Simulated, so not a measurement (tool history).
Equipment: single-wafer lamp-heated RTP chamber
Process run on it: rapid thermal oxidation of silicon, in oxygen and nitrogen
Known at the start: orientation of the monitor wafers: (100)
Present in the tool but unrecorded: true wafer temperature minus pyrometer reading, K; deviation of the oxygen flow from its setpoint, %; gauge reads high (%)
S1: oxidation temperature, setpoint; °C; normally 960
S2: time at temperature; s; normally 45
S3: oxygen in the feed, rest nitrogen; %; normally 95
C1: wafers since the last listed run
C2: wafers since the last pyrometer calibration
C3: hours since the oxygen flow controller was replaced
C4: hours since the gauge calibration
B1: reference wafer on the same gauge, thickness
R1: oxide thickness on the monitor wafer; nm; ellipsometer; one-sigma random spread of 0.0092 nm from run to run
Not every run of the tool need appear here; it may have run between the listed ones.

run	day	S1	S2	S3	C1	C2	C3	C4	B1	R1
1	0.000	960	34	95	0	5317	3611.9	979.1	4.059	3.688
2	0.625	960	34	95	78	5396	3626.9	994.1	4.058	3.684
3	1.175	960	45	78	69	5466	3640.1	1007.3	4.062	3.855
4	1.754	960	45	81	73	5539	3654.0	1021.2	4.060	3.907
5	2.596	960	45	95	106	5645	3674.2	1041.4	4.059	4.089
6	3.762	960	45	95	147	5792	3702.2	1069.4	4.059	4.112
7	5.071	960	45	95	165	5958	3733.6	1100.8	4.058	4.104
8	6.392	951	45	98	166	6125	3765.3	1132.5	4.060	3.911
# day 7.854: gauge calibrated
9	10.504	951	45	98	519	6644	3864.0	63.6	4.060	3.904
10	11.450	975	45	95	119	6764	3886.7	86.3	4.060	4.553
# day 12.100: pyrometer window cleaned and pyrometer calibrated
11	12.492	975	45	95	89	49	3911.7	111.3	4.059	4.471
12	13.400	975	45	95	114	164	3933.5	133.1	4.061	4.479
13	13.912	942	45	95	64	229	3945.8	145.4	4.060	3.587
14	14.846	942	45	95	117	346	3968.2	167.8	4.061	3.598
15	16.267	960	45	85	179	526	4002.3	201.9	4.060	3.916
16	17.504	960	45	85	156	682	4032.0	231.6	4.060	3.927
17	18.246	949	62	80	93	776	4049.8	249.4	4.062	4.030
18	18.979	943	45	95	92	869	4067.4	267.0	4.061	3.612
# day 22.600: oxygen flow controller replaced
19	23.467	970	52	76	524	1393	20.8	374.7	4.062	4.299
20	24.871	931	45	95	177	1571	54.5	408.4	4.058	3.365
21	25.538	960	45	95	84	1655	70.5	424.4	4.061	4.058
22	26.554	960	45	95	128	1784	94.9	448.8	4.057	4.052
23	27.396	960	30	95	106	1890	115.1	469.0	4.058	3.483
24	28.696	960	45	95	164	2054	146.3	500.2	4.063	4.066
25	29.550	951	29	79	107	2162	166.8	520.7	4.060	3.135
26	30.683	960	45	95	143	2305	194.0	547.9	4.064	4.074
27	31.200	984	56	75	65	2371	206.4	560.3	4.060	4.876
28	31.829	960	45	95	79	2450	221.5	575.4	4.062	4.072
29	32.688	933	26	83	108	2558	242.1	596.0	4.057	2.805
30	34.092	983	60	82	177	2736	275.8	629.7	4.060	5.132
31	35.192	949	35	95	138	2875	302.2	656.1	4.058	3.448
32	36.483	972	57	95	163	3038	333.2	687.1	4.060	4.879
33	37.175	960	45	95	87	3125	349.8	703.7	4.060	4.075
34	37.742	987	30	75	71	3197	363.4	717.3	4.059	3.874
35	38.796	987	67	75	133	3330	388.7	742.6	4.061	5.414
36	39.925	980	39	73	142	3473	415.8	769.7	4.061	4.086
37	40.804	973	29	83	111	3584	436.9	790.8	4.061	3.619
38	41.500	969	51	83	87	3672	453.6	807.5	4.059	4.385
39	42.867	989	45	95	172	3844	486.4	840.3	4.060	5.007

Selected run-to-run steps in R1, each split into two signed amounts: the part the tool would show with no hidden state at all (from settings, incoming material and random variation), and the remainder, which goes to the hidden state together with any gauge scatter not common to the measured and the hidden-state-free results:
Run 10 -> 11: pyrometer window cleaned and pyrometer calibrated. R1 -0.082 nm: hidden state -0.083, all else +0.001.
Run 29 -> 30: S1 933 -> 983, S2 26 -> 60, S3 83 -> 82. R1 +2.327 nm: hidden state +0.031, all else +2.296.
Run 30 -> 31: S1 983 -> 949, S2 60 -> 35, S3 82 -> 95. R1 -1.684 nm: hidden state -0.019, all else -1.665.
Run 31 -> 32: S1 949 -> 972, S2 35 -> 57. R1 +1.431 nm: hidden state +0.021, all else +1.410.
Run 34 -> 35: S2 30 -> 67. R1 +1.540 nm: hidden state +0.021, all else +1.519.
